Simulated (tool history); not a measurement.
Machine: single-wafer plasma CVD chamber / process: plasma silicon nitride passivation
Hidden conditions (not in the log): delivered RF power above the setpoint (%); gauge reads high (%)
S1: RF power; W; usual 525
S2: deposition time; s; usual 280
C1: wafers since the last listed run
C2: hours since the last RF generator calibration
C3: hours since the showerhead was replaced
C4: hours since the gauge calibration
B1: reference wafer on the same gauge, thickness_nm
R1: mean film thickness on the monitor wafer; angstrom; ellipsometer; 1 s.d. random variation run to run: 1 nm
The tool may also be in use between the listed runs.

run    hour   S1   S2    C1      C2      C3      C4       B1       R1
  1       0  525  251     0  1479.5  7017.1  1627.7   434.91  3468.82
  2    71.7  495  304   585  1551.2  7088.8  1699.4  434.911  4170.45
  3   135.5  495  294   520    1615  7152.6  1763.2  434.888  4044.35
  4   230.2  525  239   772  1709.7  7247.3  1857.9  434.655  3325.64
  5   277.2  525  239   383  1756.7  7294.3  1904.9   434.99  3331.65
  6   367.6  525  280   737  1847.1  7384.7  1995.3  435.121  3893.88
      405.5  -- gauge calibrated
  7   408.2  525  280   331  1887.7  7425.3     2.7  435.073  3893.31
  8   487.7  525  280   648  1967.2  7504.8    82.2   435.29  3874.32
      531.8  -- RF generator calibrated
  9   577.6  600  317   668    45.8  7594.7   172.1    434.8  4562.63
 10   666.4  525  280   724   134.6  7683.5   260.9   435.16  3943.03
 11   883.3  525  280  1770   351.5  7900.4   477.8  435.119  3929.13
 12   944.6  525  240   500   412.8  7961.7   539.1  434.637  3354.89
     1021.6  -- showerhead replaced
 13  1051.8  525  280   809     520    30.2   646.3  435.001  3908.79
 14  1119.2  525  280   550   587.4    97.6   713.7  434.978  3911.57
 15  1167.5  525  280   394   635.7   145.9     762  434.666  3911.36
 16  1265.4  525  280   799   733.6   243.8   859.9   435.16  3909.34
 17  1371.6  525  280   866   839.8     350   966.1  435.182  3901.29
 18  1464.9  460  310   761   933.1   443.3  1059.4  434.795  4246.12
 19  1537.3  525  280   590  1005.5   515.7  1131.8   434.94  3912.81
 20  1633.4  575  317   784  1101.6   611.8  1227.9  435.321  4491.22
 21  1717.4  615  329   685  1185.6   695.8  1311.9  434.896  4695.61
 22  1800.1  475  306   674  1268.3   778.5  1394.6  435.037  4200.51
 23  1854.4  525  311   443  1322.6   832.8  1448.9  435.016  4321.48
 24  2178.1  435  280  2641  1646.3  1156.5  1772.6  434.868  3783.02
 25  2243.4  555  301   532  1711.6  1221.8  1837.9   435.11  4233.03
 26  2294.2  525  280   414  1762.4  1272.6  1888.7  435.046  3892.69
     2326.4  -- RF generator calibrated
     2368.8  -- gauge calibrated
 27    2395  585  280   757    68.6  1373.4    26.2  434.938  3994.65
 28  2448.9  525  280   439   122.5  1427.3    80.1  435.197  3958.08
 29  2606.5  525  310  1286   280.1  1584.9   237.7  434.773  4339.14
 30  2691.4  580  242   692     365  1669.8   322.6  435.169  3423.23
 31  2768.3  600  228   627   441.9  1746.7   399.5  435.316  3252.75
 32  2837.3  490  331   563   510.9  1815.7   468.5  434.944  4573.85
 33  2903.8  525  280   542   577.4  1882.2     535  434.657  3908.95
 34  3003.1  575  280   810   676.7  1981.5   634.3   434.84  3980.56
 35  3043.4  525  300   328     717  2021.8   674.6   434.82  4176.76

4 ways to go on from here, each from the tool as it stands after run 35. What would each give?
  A  3043.9  525  280   4  717.5  2022.3  675.1   ?   ?
  B  3043.9  480  229   4  717.5  2022.3  675.1   ?   ?
  C  3043.9  610  254   4  717.5  2022.3  675.1   ?   ?
  D  3043.9  585  236   4  717.5  2022.3  675.1   ?   ?

run      B1       R1
  A  434.82  3909.87
  B  434.82  3152.62
  C  434.82  3637.05
  D  434.82  3355.15
Without the tool's hidden state the same runs would have given:
run       R1
  A  3947.68
  B  3183.11
  C  3672.22
  D   3387.6

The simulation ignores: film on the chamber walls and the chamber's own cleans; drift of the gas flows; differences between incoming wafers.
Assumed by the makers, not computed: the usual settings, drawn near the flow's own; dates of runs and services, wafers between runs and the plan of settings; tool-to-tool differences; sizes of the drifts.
